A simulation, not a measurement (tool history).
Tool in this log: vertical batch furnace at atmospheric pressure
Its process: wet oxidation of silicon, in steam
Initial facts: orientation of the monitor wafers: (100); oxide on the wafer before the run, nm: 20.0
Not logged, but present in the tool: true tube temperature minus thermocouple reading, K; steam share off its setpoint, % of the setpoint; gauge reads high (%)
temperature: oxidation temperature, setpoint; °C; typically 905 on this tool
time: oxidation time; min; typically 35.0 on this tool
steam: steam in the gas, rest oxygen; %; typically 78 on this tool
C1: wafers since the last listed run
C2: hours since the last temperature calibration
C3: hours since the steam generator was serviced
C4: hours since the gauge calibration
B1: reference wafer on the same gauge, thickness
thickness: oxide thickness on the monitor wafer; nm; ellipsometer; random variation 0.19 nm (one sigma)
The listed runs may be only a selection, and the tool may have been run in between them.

Run 1, hour 0.0: usual settings but time 23.0 min; C1 0; C2 1949.5; C3 3754.8; C4 45.0; B1 117.27. Result: thickness 72.25 nm.
Run 2, hour 13.7: usual settings but time 23.0 min; C1 212; C2 1963.2; C3 3768.5; C4 58.7; B1 117.16. Result: thickness 72.57 nm.
Run 3, hour 20.6: usual settings but time 31.0 min; C1 106; C2 1970.1; C3 3775.4; C4 65.6; B1 117.28. Result: thickness 89.89 nm.
Run 4, hour 36.3: usual settings but time 31.0 min; C1 243; C2 1985.8; C3 3791.1; C4 81.3; B1 117.20. Result: thickness 89.87 nm.
Run 5, hour 46.3: usual settings but time 31.0 min; C1 154; C2 1995.8; C3 3801.1; C4 91.3; B1 117.30. Result: thickness 90.02 nm.
Run 6, hour 59.9: usual settings; C1 210; C2 2009.4; C3 3814.7; C4 104.9; B1 117.25. Result: thickness 98.26 nm.
Run 7, hour 73.7: usual settings; C1 213; C2 2023.2; C3 3828.5; C4 118.7; B1 117.27. Result: thickness 98.46 nm.
Run 8, hour 88.2: usual settings; C1 224; C2 2037.7; C3 3843.0; C4 133.2; B1 117.15. Result: thickness 98.55 nm.
Run 9, hour 98.3: usual settings but time 30.5 min, steam 83 %; C1 156; C2 2047.8; C3 3853.1; C4 143.3; B1 117.27. Result: thickness 93.24 nm.
Run 10, hour 109.3: usual settings; C1 170; C2 2058.8; C3 3864.1; C4 154.3; B1 117.22. Result: thickness 98.77 nm.
Run 11, hour 121.4: usual settings; C1 187; C2 2070.9; C3 3876.2; C4 166.4; B1 117.11. Result: thickness 98.57 nm.
Run 12, hour 132.0: usual settings; C1 164; C2 2081.5; C3 3886.8; C4 177.0; B1 117.24. Result: thickness 98.60 nm.
Run 13, hour 141.3: usual settings; C1 144; C2 2090.8; C3 3896.1; C4 186.3; B1 117.25. Result: thickness 99.17 nm.
Run 14, hour 148.6: usual settings; C1 113; C2 2098.1; C3 3903.4; C4 193.6; B1 117.26. Result: thickness 98.86 nm.
Run 15, hour 155.8: usual settings; C1 111; C2 2105.3; C3 3910.6; C4 200.8; B1 117.12. Result: thickness 99.13 nm.
Run 16, hour 164.1: usual settings; C1 128; C2 2113.6; C3 3918.9; C4 209.1; B1 117.20. Result: thickness 98.94 nm.
Run 17, hour 179.1: usual settings; C1 232; C2 2128.6; C3 3933.9; C4 224.1; B1 117.23. Result: thickness 99.08 nm.
Run 18, hour 196.9: usual settings but temperature 927 °C, steam 75 %; C1 275; C2 2146.4; C3 3951.7; C4 241.9; B1 117.15. Result: thickness 120.17 nm.
At hour 225.9: steam generator serviced.
Run 19, hour 226.4: usual settings but temperature 929 °C, time 23.5 min; C1 85; C2 2175.9; C3 0.5; C4 271.4; B1 117.17. Result: thickness 99.88 nm.
At hour 243.9: gauge calibrated.
Run 20, hour 261.5: usual settings but temperature 921 °C, time 51.5 min, steam 73 %; C1 544; C2 2211.0; C3 35.6; C4 17.6; B1 117.14. Result: thickness 160.04 nm.
Run 21, hour 272.0: usual settings but steam 75 %; C1 162; C2 2221.5; C3 46.1; C4 28.1; B1 117.19. Result: thickness 102.97 nm.
Run 22, hour 283.4: usual settings; C1 176; C2 2232.9; C3 57.5; C4 39.5; B1 117.18. Result: thickness 106.16 nm.
At hour 316.2: thermocouples replaced and temperature profile calibrated.
Run 23, hour 316.7: usual settings but temperature 895 °C, steam 82 %; C1 144; C2 0.5; C3 90.8; C4 72.8; B1 117.24. Result: thickness 91.10 nm.
Run 24, hour 320.5: usual settings but temperature 926 °C, time 23.5 min, steam 70 %; C1 58; C2 4.3; C3 94.6; C4 76.6; B1 117.25. Result: thickness 84.55 nm.
Run 25, hour 334.1: usual settings but temperature 891 °C, steam 85 %; C1 210; C2 17.9; C3 108.2; C4 90.2; B1 117.16. Result: thickness 89.31 nm.
Run 26, hour 386.1: usual settings; C1 805; C2 69.9; C3 160.2; C4 142.2; B1 117.22. Result: thickness 99.03 nm.
Run 27, hour 395.3: usual settings but temperature 916 °C, time 42.0 min; C1 142; C2 79.1; C3 169.4; C4 151.4; B1 117.20. Result: thickness 127.53 nm.
Run 28, hour 407.8: usual settings but temperature 925 °C, steam 84 %; C1 193; C2 91.6; C3 181.9; C4 163.9; B1 117.12. Result: thickness 129.08 nm.
Run 29, hour 417.6: usual settings but temperature 920 °C, time 46.5 min, steam 71 %; C1 151; C2 101.4; C3 191.7; C4 173.7; B1 117.18. Result: thickness 133.96 nm.
Run 30, hour 433.2: usual settings; C1 241; C2 117.0; C3 207.3; C4 189.3; B1 117.17. Result: thickness 98.33 nm.
Run 31, hour 448.3: usual settings but temperature 920 °C; C1 234; C2 132.1; C3 222.4; C4 204.4; B1 117.12. Result: thickness 115.88 nm.
Run 32, hour 459.4: usual settings but temperature 930 °C, time 26.5 min, steam 85 %; C1 172; C2 143.2; C3 233.5; C4 215.5; B1 117.22. Result: thickness 110.24 nm.
Run 33, hour 470.1: usual settings but temperature 885 °C, time 44.0 min; C1 165; C2 153.9; C3 244.2; C4 226.2; B1 117.20. Result: thickness 91.73 nm.
Run 34, hour 477.1: usual settings but temperature 895 °C, steam 82 %; C1 108; C2 160.9; C3 251.2; C4 233.2; B1 117.19. Result: thickness 90.85 nm.
Run 35, hour 498.8: usual settings; C1 336; C2 182.6; C3 272.9; C4 254.9; B1 117.22. Result: thickness 98.47 nm.
Run 36, hour 512.7: usual settings; C1 215; C2 196.5; C3 286.8; C4 268.8; B1 117.24. Result: thickness 98.27 nm.
Run 37, hour 528.6: usual settings but temperature 881 °C, time 51.0 min, steam 90 %; C1 246; C2 212.4; C3 302.7; C4 284.7; B1 117.27. Result: thickness 108.16 nm.
Run 38, hour 543.1: usual settings but temperature 923 °C, time 43.5 min, steam 88 %; C1 224; C2 226.9; C3 317.2; C4 299.2; B1 117.18. Result: thickness 154.40 nm.

Predict each of these 4 candidate next runs independently; none follows another, all start after run 38:
Run A, hour 546.9: usual settings; C1 58; C2 230.7; C3 321.0; C4 303.0; B1 ?. Result: thickness ?.
Run B, hour 546.9: usual settings but temperature 895 °C, time 27.5 min, steam 75 %; C1 58; C2 230.7; C3 321.0; C4 303.0; B1 ?. Result: thickness ?.
Run C, hour 546.9: usual settings but temperature 914 °C, time 52.5 min, steam 75 %; C1 58; C2 230.7; C3 321.0; C4 303.0; B1 ?. Result: thickness ?.
Run D, hour 546.9: usual settings but temperature 882 °C, time 18.5 min, steam 87 %; C1 58; C2 230.7; C3 321.0; C4 303.0; B1 ?. Result: thickness ?.

run      B1  thickness
  A  117.09      98.34
  B  117.09      71.44
  C  117.09     143.80
  D  117.09      52.61
With no hidden state in the tool, these same runs would have given:
run  thickness
  A      99.42
  B      72.14
  C     145.54
  D      53.05

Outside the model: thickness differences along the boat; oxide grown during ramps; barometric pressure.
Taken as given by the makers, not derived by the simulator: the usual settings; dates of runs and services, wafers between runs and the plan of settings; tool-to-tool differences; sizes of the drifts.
